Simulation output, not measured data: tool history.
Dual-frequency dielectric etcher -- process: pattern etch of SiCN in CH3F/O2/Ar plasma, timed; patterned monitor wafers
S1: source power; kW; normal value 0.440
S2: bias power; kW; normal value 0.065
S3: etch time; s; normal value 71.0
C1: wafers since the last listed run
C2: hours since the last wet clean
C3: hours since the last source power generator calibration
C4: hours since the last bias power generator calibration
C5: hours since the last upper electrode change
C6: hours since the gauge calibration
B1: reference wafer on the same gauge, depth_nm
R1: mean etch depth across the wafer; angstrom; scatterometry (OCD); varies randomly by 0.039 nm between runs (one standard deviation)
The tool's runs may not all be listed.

run    hour     S1     S2    S3    C1     C2      C3      C4      C5      C6     B1     R1
  1     0.0  0.440  0.065  71.0     0   74.8  5038.6  4587.3  5057.1  1112.6  25.11  252.2
  2    80.6  0.440  0.072  57.5  1270  155.4  5119.2  4667.9  5137.7  1193.2  25.09  214.7
  3   167.7  0.440  0.065  71.0  1373  242.5  5206.3  4755.0  5224.8  1280.3  25.10  250.8
  4   257.1  0.520  0.065  71.0  1409  331.9  5295.7  4844.4  5314.2  1369.7  25.10  261.7
      343.4  -- wet clean of the chamber
  5   350.3  0.520  0.065  71.0  1091    6.9  5388.9  4937.6  5407.4  1462.9  25.10  264.8
      401.4  -- bias power generator calibrated
  6   403.2  0.520  0.065  71.0   770   59.8  5441.8     1.8  5460.3  1515.8  25.11  273.5
      466.0  -- gauge calibrated
  7   481.5  0.440  0.074  71.0  1234  138.1  5520.1    80.1  5538.6    15.5  25.11  279.3
      491.2  -- source power generator calibrated
  8   549.5  0.440  0.074  71.0  1009  206.1    58.3   148.1  5606.6    83.5  25.11  277.3
  9   594.6  0.440  0.065  71.0   711  251.2   103.4   193.2  5651.7   128.6  25.10  258.4
 10   645.5  0.520  0.065  71.0   802  302.1   154.3   244.1  5702.6   179.5  25.10  269.8
      692.7  -- upper electrode replaced
 11   718.1  0.520  0.051  71.0   766  374.7   226.9   316.7    25.4   252.1  25.10  235.0
 12   820.8  0.500  0.072  63.0  1619  477.4   329.6   419.4   128.1   354.8  25.10  247.3
      854.9  -- wet clean of the chamber
 13   890.0  0.520  0.065  71.0   712   35.1   398.8   488.6   197.3   424.0  25.10  270.7
 14   950.5  0.500  0.057  71.0   953   95.6   459.3   549.1   257.8   484.5  25.09  249.4
 15  1046.8  0.360  0.049  59.5  1518  191.9   555.6   645.4   354.1   580.8  25.11  175.1
 16  1134.0  0.330  0.065  85.0  1374  279.1   642.8   732.6   441.3   668.0  25.11  284.8
 17  1182.4  0.440  0.065  71.0   763  327.5   691.2   781.0   489.7   716.4  25.09  254.8
 18  1262.7  0.410  0.065  71.0  1266  407.8   771.5   861.3   570.0   796.7  25.10  249.3

List, for all runs, the conditions of the tool that the log does not record:
source power that arrives over what is set, %: 0 in every run
gauge reads high (%): 0 in every run
H1: etch rate over this chamber's usual, %
H2: bias power that arrives over what is set, %
run      H1      H2
  1  -0.106   -5.16
  2  -0.441   -5.17
  3  -0.803   -5.19
  4   -1.17    -5.2
  5  -0.137   -5.21
  6  -0.357    1.47
  7  -0.682    1.21
  8  -0.965   0.997
  9   -1.15   0.859
 10   -1.36   0.707
 11   -1.67     0.5
 12   -2.09   0.223
 13  -0.402  0.0465
 14  -0.654  -0.101
 15   -1.05  -0.325
 16   -1.42  -0.516
 17   -1.62  -0.617
 18   -1.95  -0.778

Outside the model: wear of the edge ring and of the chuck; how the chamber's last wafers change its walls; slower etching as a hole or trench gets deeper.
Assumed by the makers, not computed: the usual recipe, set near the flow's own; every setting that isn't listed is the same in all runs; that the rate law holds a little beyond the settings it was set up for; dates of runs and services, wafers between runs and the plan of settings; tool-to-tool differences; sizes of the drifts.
